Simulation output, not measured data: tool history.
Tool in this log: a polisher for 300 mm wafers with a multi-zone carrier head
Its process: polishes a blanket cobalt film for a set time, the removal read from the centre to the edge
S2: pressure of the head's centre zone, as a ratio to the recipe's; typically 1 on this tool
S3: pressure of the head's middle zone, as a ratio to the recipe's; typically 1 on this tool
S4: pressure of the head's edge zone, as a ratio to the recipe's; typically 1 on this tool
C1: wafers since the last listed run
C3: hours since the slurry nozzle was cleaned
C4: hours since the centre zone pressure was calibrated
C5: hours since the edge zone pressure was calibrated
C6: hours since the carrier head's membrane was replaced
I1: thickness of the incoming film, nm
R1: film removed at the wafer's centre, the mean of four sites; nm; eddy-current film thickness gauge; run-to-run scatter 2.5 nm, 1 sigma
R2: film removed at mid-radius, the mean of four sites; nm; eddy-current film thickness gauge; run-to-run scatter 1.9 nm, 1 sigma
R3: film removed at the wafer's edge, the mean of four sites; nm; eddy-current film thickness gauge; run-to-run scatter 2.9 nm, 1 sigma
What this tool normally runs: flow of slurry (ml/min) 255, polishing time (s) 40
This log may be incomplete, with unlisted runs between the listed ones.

Run 1, hour 0: usual settings but S2 1.11, S3 1.1, S4 1.11; C1 0; wafers polished on this pad 936; C3 791.3; C4 174.9; C5 124.4; C6 837.7; I1 1536.3. Result: R1 248.5 nm, R2 254.3 nm, R3 247.9 nm.
Run 2, hour 34.3: usual settings but S2 1.05, S3 0.92, S4 0.9, polishing time (s) 27; C1 459; wafers polished on this pad 1396; C3 825.6; C4 209.2; C5 158.7; C6 872; I1 1528.7. Result: R1 161.9 nm, R2 146.9 nm, R3 148.3 nm.
Run 3, hour 54.6: usual settings; C1 271; wafers polished on this pad 1668; C3 845.9; C4 229.5; C5 179; C6 892.3; I1 1524.5. Result: R1 227.1 nm, R2 236.5 nm, R3 230.3 nm.
Run 4, hour 90.2: usual settings but S2 1.12; C1 476; wafers polished on this pad 2144; C3 881.5; C4 265.1; C5 214.6; C6 927.9; I1 1545. Result: R1 246.9 nm, R2 236.3 nm, R3 230.4 nm.
Run 5, hour 112.5: usual settings but flow of slurry (ml/min) 280; C1 298; wafers polished on this pad 2443; C3 903.8; C4 287.4; C5 236.9; C6 950.2; I1 1530.3. Result: R1 226.1 nm, R2 237.3 nm, R3 227.3 nm.
Run 6, hour 124.7: usual settings but S3 1.1; C1 163; wafers polished on this pad 2607; C3 916; C4 299.6; C5 249.1; C6 962.4; I1 1504.5. Result: R1 229.6 nm, R2 254 nm, R3 233.4 nm.
Run 7, hour 136.8: usual settings but flow of slurry (ml/min) 220, S4 0.96, polishing time (s) 52; C1 162; wafers polished on this pad 2769; C3 928.1; C4 311.7; C5 261.2; C6 974.5; I1 1519.6. Result: R1 288.9 nm, R2 303.9 nm, R3 293 nm.
Run 8, hour 159.7: usual settings but S3 0.96, polishing time (s) 32; C1 306; wafers polished on this pad 3075; C3 951; C4 334.6; C5 284.1; C6 997.4; I1 1516.1. Result: R1 182.5 nm, R2 182.1 nm, R3 180.7 nm.
At hour 162.6: slurry nozzle cleaned.
At hour 180: carrier head's membrane replaced by a new one.
At hour 181.3: worn pad replaced by a new one.
Run 9, hour 181.8: usual settings but flow of slurry (ml/min) 225, S3 0.88, S4 0.92, polishing time (s) 30; C1 197; wafers polished on this pad 6; C3 19.2; C4 356.7; C5 306.2; C6 1.8; I1 1531.8. Result: R1 168.7 nm, R2 157 nm, R3 167.6 nm.
Run 10, hour 200.5: usual settings; C1 250; wafers polished on this pad 256; C3 37.9; C4 375.4; C5 324.9; C6 20.5; I1 1539.1. Result: R1 227.4 nm, R2 235.3 nm, R3 233.6 nm.
Run 11, hour 217.9: usual settings but S3 0.9, S4 0.9; C1 233; wafers polished on this pad 489; C3 55.3; C4 392.8; C5 342.3; C6 37.9; I1 1506.8. Result: R1 224.7 nm, R2 216.3 nm, R3 219.3 nm.
Run 12, hour 256.2: usual settings; C1 512; wafers polished on this pad 1002; C3 93.6; C4 431.1; C5 380.6; C6 76.2; I1 1536.8. Result: R1 224.8 nm, R2 239.9 nm, R3 232.5 nm.
Run 13, hour 287.2: usual settings but flow of slurry (ml/min) 290, S2 0.92, S3 0.92, polishing time (s) 26; C1 415; wafers polished on this pad 1417; C3 124.6; C4 462.1; C5 411.6; C6 107.2; I1 1532.9. Result: R1 141.7 nm, R2 143.3 nm, R3 151.2 nm.
Run 14, hour 318.2: usual settings; C1 415; wafers polished on this pad 1833; C3 155.6; C4 493.1; C5 442.6; C6 138.2; I1 1529.3. Result: R1 228 nm, R2 235.4 nm, R3 232.7 nm.
Run 15, hour 351.7: usual settings but S2 0.95, S3 1.04, polishing time (s) 46; C1 448; wafers polished on this pad 2281; C3 189.1; C4 526.6; C5 476.1; C6 171.7; I1 1539.3. Result: R1 246.2 nm, R2 282.3 nm, R3 267.5 nm.
Run 16, hour 372.1: usual settings but S3 0.9, S4 1.08; C1 273; wafers polished on this pad 2555; C3 209.5; C4 547; C5 496.5; C6 192.1; I1 1528. Result: R1 225.7 nm, R2 213.2 nm, R3 238 nm.
Run 17, hour 390.1: usual settings; C1 241; wafers polished on this pad 2796; C3 227.5; C4 565; C5 514.5; C6 210.1; I1 1537.1. Result: R1 228.2 nm, R2 233.8 nm, R3 228.3 nm.
At hour 420.9: worn pad replaced by a new one.
Run 18, hour 421.5: usual settings but S2 1.06; C1 366; wafers polished on this pad 8; C3 258.9; C4 596.4; C5 545.9; C6 241.5; I1 1515.7. Result: R1 237.2 nm, R2 235.8 nm, R3 235.9 nm.

Run 19 is up next; what results do you expect?
Run 19, hour 448.8: usual settings but S3 1.1; C1 365; wafers polished on this pad 373; C3 286.2; C4 623.7; C5 573.2; C6 268.8; I1 1554.8. Result: R1 ?, R2 ?, R3 ?.

Run 19 yielded R1 224.5 nm, R2 258.5 nm, R3 228.5 nm.
Without the tool's hidden state the same run would have given R1 224.5 nm, R2 258.5 nm, R3 228.5 nm.

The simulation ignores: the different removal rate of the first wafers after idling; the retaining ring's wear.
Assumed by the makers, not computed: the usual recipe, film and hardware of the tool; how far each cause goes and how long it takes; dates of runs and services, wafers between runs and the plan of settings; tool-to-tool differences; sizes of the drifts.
